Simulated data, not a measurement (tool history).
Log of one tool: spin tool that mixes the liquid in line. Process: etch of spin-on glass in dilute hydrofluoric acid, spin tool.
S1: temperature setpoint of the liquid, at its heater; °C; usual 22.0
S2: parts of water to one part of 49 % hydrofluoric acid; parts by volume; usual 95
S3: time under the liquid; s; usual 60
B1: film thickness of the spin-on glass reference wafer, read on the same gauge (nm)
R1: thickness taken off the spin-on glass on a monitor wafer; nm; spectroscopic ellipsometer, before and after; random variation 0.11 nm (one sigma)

| run | hour | S1 | S2 | S3 | B1 | R1 |
|---|---|---|---|---|---|---|
| 1 | 0.0 | 22.0 | 105 | 60 | 30.00 | 16.89 |
|  | 4.3 | hydrofluoric acid flow meter replaced |
| 2 | 36.5 | 22.0 | 105 | 60 | 29.97 | 17.71 |
| 3 | 109.7 | 22.0 | 95 | 60 | 30.03 | 19.69 |
| 4 | 148.9 | 22.0 | 95 | 60 | 30.01 | 19.78 |
| 5 | 188.4 | 22.0 | 95 | 60 | 30.00 | 19.92 |
| 6 | 284.2 | 22.0 | 115 | 60 | 30.01 | 15.91 |
| 7 | 558.1 | 22.0 | 115 | 60 | 29.98 | 15.63 |
| 8 | 629.8 | 22.0 | 115 | 60 | 30.02 | 15.98 |
| 9 | 667.7 | 22.0 | 95 | 60 | 30.03 | 19.52 |
| 10 | 772.6 | 22.0 | 95 | 60 | 30.00 | 19.45 |
| 11 | 875.6 | 22.0 | 75 | 60 | 30.01 | 25.51 |
| 12 | 938.9 | 22.0 | 95 | 60 | 29.99 | 19.52 |
|  | 949.9 | hydrofluoric acid flow meter replaced |
| 13 | 1007.3 | 22.0 | 95 | 60 | 29.99 | 20.40 |
| 14 | 1055.0 | 22.0 | 105 | 60 | 29.99 | 18.41 |
|  | 1080.7 | thermometer replaced |
| 15 | 1107.4 | 22.0 | 105 | 60 | 30.01 | 16.51 |
| 16 | 1172.4 | 20.0 | 55 | 60 | 29.98 | 31.05 |
| 17 | 1231.2 | 24.0 | 125 | 25 | 29.99 | 6.13 |
| 18 | 1316.4 | 19.0 | 75 | 35 | 29.98 | 12.33 |
|  | 1612.1 | gauge calibrated |
| 19 | 1613.6 | 22.0 | 105 | 60 | 29.99 | 16.53 |
| 20 | 1694.2 | 24.5 | 115 | 35 | 30.02 | 9.50 |
| 21 | 1758.7 | 22.0 | 120 | 60 | 29.99 | 14.24 |

Run 22 comes next. What will it give?
| 22 | 1798.9 | 22.0 | 125 | 60 | ? | ? |

B1: 30.00
R1: 13.42 nm
Without the tool's hidden state the same run would have given R1 13.51 nm.

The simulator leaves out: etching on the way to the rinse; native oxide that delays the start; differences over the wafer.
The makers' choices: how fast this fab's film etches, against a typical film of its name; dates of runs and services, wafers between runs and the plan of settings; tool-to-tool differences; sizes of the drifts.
